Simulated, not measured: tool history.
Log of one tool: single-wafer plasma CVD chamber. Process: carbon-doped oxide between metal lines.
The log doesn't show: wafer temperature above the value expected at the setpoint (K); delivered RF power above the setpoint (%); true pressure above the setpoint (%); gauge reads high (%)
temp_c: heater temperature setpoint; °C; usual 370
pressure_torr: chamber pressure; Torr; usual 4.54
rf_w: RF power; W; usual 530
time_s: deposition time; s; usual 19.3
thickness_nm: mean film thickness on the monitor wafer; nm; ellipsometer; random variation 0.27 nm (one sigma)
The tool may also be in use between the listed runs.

| run | day | temp_c | pressure_torr | rf_w | time_s | wafers since the last listed run | hours since the last thermocouple change | hours since the last RF generator calibration | hours since the last manometer calibration | hours since the showerhead was replaced | hours since the gauge calibration | read-back reference wafer on the same gauge, thickness_nm | thickness_nm |
|---|---|---|---|---|---|---|---|---|---|---|---|---|---|
| 1 | 0.000 | 370 | 4.54 | 530 | 19.3 | 0 | 1777.9 | 2480.9 | 1265.4 | 4941.4 | 439.6 | 107.032 | 101.260 |
| 2 | 0.738 | 360 | 4.54 | 530 | 19.3 | 364 | 1795.6 | 2498.6 | 1283.1 | 4959.1 | 457.3 | 106.963 | 103.626 |
| 3 | 1.821 | 370 | 4.54 | 530 | 19.3 | 535 | 1821.6 | 2524.6 | 1309.1 | 4985.1 | 483.3 | 106.988 | 101.185 |
| 4 | 2.200 | 370 | 4.54 | 530 | 19.3 | 187 | 1830.7 | 2533.7 | 1318.2 | 4994.2 | 492.4 | 107.013 | 101.216 |
| 5 | 2.721 | 370 | 4.54 | 530 | 19.3 | 257 | 1843.2 | 2546.2 | 1330.7 | 5006.7 | 504.9 | 106.993 | 101.130 |
|  | 3.171 | thermocouple changed; heater temperature recalibrated |
| 6 | 3.208 | 370 | 4.54 | 530 | 19.3 | 76 | 0.9 | 2557.9 | 1342.4 | 5018.4 | 516.6 | 106.964 | 100.881 |
| 7 | 3.900 | 370 | 4.54 | 530 | 19.3 | 341 | 17.5 | 2574.5 | 1359.0 | 5035.0 | 533.2 | 107.034 | 100.968 |
| 8 | 4.529 | 364 | 4.54 | 530 | 19.3 | 310 | 32.6 | 2589.6 | 1374.1 | 5050.1 | 548.3 | 107.043 | 102.141 |
|  | 4.667 | gauge calibrated |
| 9 | 5.279 | 364 | 4.54 | 530 | 19.3 | 370 | 50.6 | 2607.6 | 1392.1 | 5068.1 | 14.7 | 107.031 | 102.447 |
|  | 5.679 | RF generator calibrated |
| 10 | 5.700 | 370 | 4.54 | 530 | 19.3 | 43 | 60.7 | 0.5 | 1402.2 | 5078.2 | 24.8 | 107.041 | 100.699 |
| 11 | 6.075 | 379 | 4.54 | 530 | 19.3 | 185 | 69.7 | 9.5 | 1411.2 | 5087.2 | 33.8 | 107.058 | 98.863 |
| 12 | 6.492 | 374 | 3.89 | 500 | 16.9 | 205 | 79.7 | 19.5 | 1421.2 | 5097.2 | 43.8 | 106.975 | 81.446 |
|  | 6.842 | showerhead replaced |
| 13 | 6.862 | 370 | 4.54 | 530 | 19.3 | 18 | 88.6 | 28.4 | 1430.1 | 0.5 | 52.7 | 107.063 | 100.547 |
| 14 | 7.496 | 370 | 4.54 | 530 | 19.3 | 312 | 103.8 | 43.6 | 1445.3 | 15.7 | 67.9 | 107.016 | 101.064 |
| 15 | 8.133 | 370 | 4.54 | 530 | 16.2 | 314 | 119.1 | 58.9 | 1460.6 | 31.0 | 83.2 | 107.027 | 84.977 |
| 16 | 8.662 | 356 | 4.54 | 530 | 16.3 | 261 | 131.8 | 71.6 | 1473.3 | 43.7 | 95.9 | 106.977 | 88.119 |
| 17 | 9.154 | 384 | 4.54 | 530 | 19.3 | 242 | 143.6 | 83.4 | 1485.1 | 55.5 | 107.7 | 107.026 | 98.214 |
| 18 | 9.446 | 380 | 4.54 | 530 | 15.7 | 144 | 150.6 | 90.4 | 1492.1 | 62.5 | 114.7 | 107.023 | 81.179 |
|  | 10.392 | capacitance manometer re-zeroed and calibrated |
| 19 | 10.412 | 370 | 3.80 | 530 | 19.3 | 312 | 173.8 | 113.6 | 0.5 | 85.7 | 137.9 | 107.001 | 98.677 |
| 20 | 10.429 | 370 | 4.54 | 485 | 19.3 | 8 | 174.2 | 114.0 | 0.9 | 86.1 | 138.3 | 106.994 | 92.507 |
| 21 | 11.029 | 370 | 4.54 | 530 | 19.3 | 296 | 188.6 | 128.4 | 15.3 | 100.5 | 152.7 | 107.065 | 101.114 |
| 22 | 11.662 | 370 | 5.27 | 530 | 19.3 | 312 | 203.8 | 143.6 | 30.5 | 115.7 | 167.9 | 107.037 | 103.774 |
| 23 | 12.275 | 370 | 4.54 | 530 | 19.3 | 302 | 218.5 | 158.3 | 45.2 | 130.4 | 182.6 | 106.904 | 100.375 |
| 24 | 13.008 | 359 | 5.38 | 530 | 16.0 | 362 | 236.1 | 175.9 | 62.8 | 148.0 | 200.2 | 107.011 | 88.125 |
| 25 | 13.750 | 370 | 4.54 | 600 | 19.3 | 366 | 253.9 | 193.7 | 80.6 | 165.8 | 218.0 | 106.944 | 113.002 |
| 26 | 14.388 | 375 | 4.54 | 495 | 19.3 | 314 | 269.2 | 209.0 | 95.9 | 181.1 | 233.3 | 106.963 | 93.789 |
| 27 | 14.988 | 356 | 4.09 | 595 | 19.3 | 296 | 283.6 | 223.4 | 110.3 | 195.5 | 247.7 | 106.967 | 114.053 |
| 28 | 15.521 | 374 | 4.54 | 485 | 17.4 | 263 | 296.4 | 236.2 | 123.1 | 208.3 | 260.5 | 107.017 | 83.054 |

The tool's hidden state at each run:
wafer temperature above the value expected at the setpoint (K): 0 in every run
delivered RF power above the setpoint (%): 0 in every run
true pressure above the setpoint (%): 0 in every run
gauge reads high (%): 0 in every run

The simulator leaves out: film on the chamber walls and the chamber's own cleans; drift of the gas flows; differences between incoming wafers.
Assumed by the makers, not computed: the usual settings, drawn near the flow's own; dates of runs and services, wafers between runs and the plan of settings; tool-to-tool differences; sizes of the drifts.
